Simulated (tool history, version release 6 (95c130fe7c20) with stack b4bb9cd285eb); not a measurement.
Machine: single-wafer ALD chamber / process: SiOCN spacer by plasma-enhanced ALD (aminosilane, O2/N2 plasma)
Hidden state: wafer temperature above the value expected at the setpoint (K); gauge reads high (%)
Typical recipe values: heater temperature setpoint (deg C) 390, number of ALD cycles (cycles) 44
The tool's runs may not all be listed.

run   hour  heater temperature setpoint (deg C)  number of ALD cycles (cycles)  wafers since the last listed run  hours since the last thermocouple change  hours since the gauge calibration  read-back reference wafer on the same gauge, thickness_nm  mean film thickness on the monitor wafer (nm)
  1    0.0                                  390                             44                                 0                                    2301.7                               48.4                                                      3.200                                          3.036
  2   15.6                                  390                             44                                97                                    2317.3                               64.0                                                      3.198                                          3.039
  3   37.6                                  390                             44                               138                                    2339.3                               86.0                                                      3.201                                          3.037
  4   61.2                                  390                             44                               148                                    2362.9                              109.6                                                      3.200                                          3.055
  5   82.9                                  401                             44                               136                                    2384.6                              131.3                                                      3.200                                          3.045
  6  114.4                                  396                             48                               197                                    2416.1                              162.8                                                      3.204                                          3.340
  7  185.0                                  396                             48                               443                                    2486.7                              233.4                                                      3.200                                          3.342
  8  221.2                                  390                             46                               227                                    2522.9                              269.6                                                      3.198                                          3.189
  9  254.5                                  390                             46                               209                                    2556.2                              302.9                                                      3.199                                          3.191
 10  279.8                                  397                             41                               158                                    2581.5                              328.2                                                      3.200                                          2.840
 11  302.5                                  397                             41                               142                                    2604.2                              350.9                                                      3.203                                          2.844
 12  333.7                                  378                             44                               195                                    2635.4                              382.1                                                      3.202                                          3.059
 13  353.0                                  378                             44                               121                                    2654.7                              401.4                                                      3.197                                          3.044
 14  373.7                                  378                             44                               129                                    2675.4                              422.1                                                      3.197                                          3.050
 15  396.7                                  390                             44                               144                                    2698.4                              445.1                                                      3.196                                          3.054
 16  420.5                                  395                             44                               149                                    2722.2                              468.9                                                      3.203                                          3.052
 17  446.7                                  385                             42                               164                                    2748.4                              495.1                                                      3.200                                          2.899
 18  460.7                                  383                             44                                87                                    2762.4                              509.1                                                      3.196                                          3.049
     467.3  -- gauge calibrated
     479.0  -- thermocouple changed; heater temperature recalibrated
 19  490.0                                  395                             38                               133                                      11.0                               22.7                                                      3.202                                          2.636
 20  502.9                                  395                             51                                81                                      23.9                               35.6                                                      3.200                                          3.530
 21  525.7                                  378                             47                               143                                      46.7                               58.4                                                      3.202                                          3.250
 22  554.8                                  399                             44                               182                                      75.8                               87.5                                                      3.201                                          3.049
 23  587.8                                  395                             44                               207                                     108.8                              120.5                                                      3.205                                          3.047
 24  605.3                                  390                             44                               109                                     126.3                              138.0                                                      3.201                                          3.051
 25  621.1                                  395                             53                                99                                     142.1                              153.8                                                      3.198                                          3.670
 26  657.1                                  390                             44                               226                                     178.1                              189.8                                                      3.201                                          3.042
 27  691.0                                  377                             49                               212                                     212.0                              223.7                                                      3.202                                          3.405
 28  709.6                                  401                             50                               116                                     230.6                              242.3                                                      3.202                                          3.475

What was the tool's hidden state at every run in the log?
wafer temperature above the value expected at the setpoint (K): 0 in every run
gauge reads high (%): 0 in every run
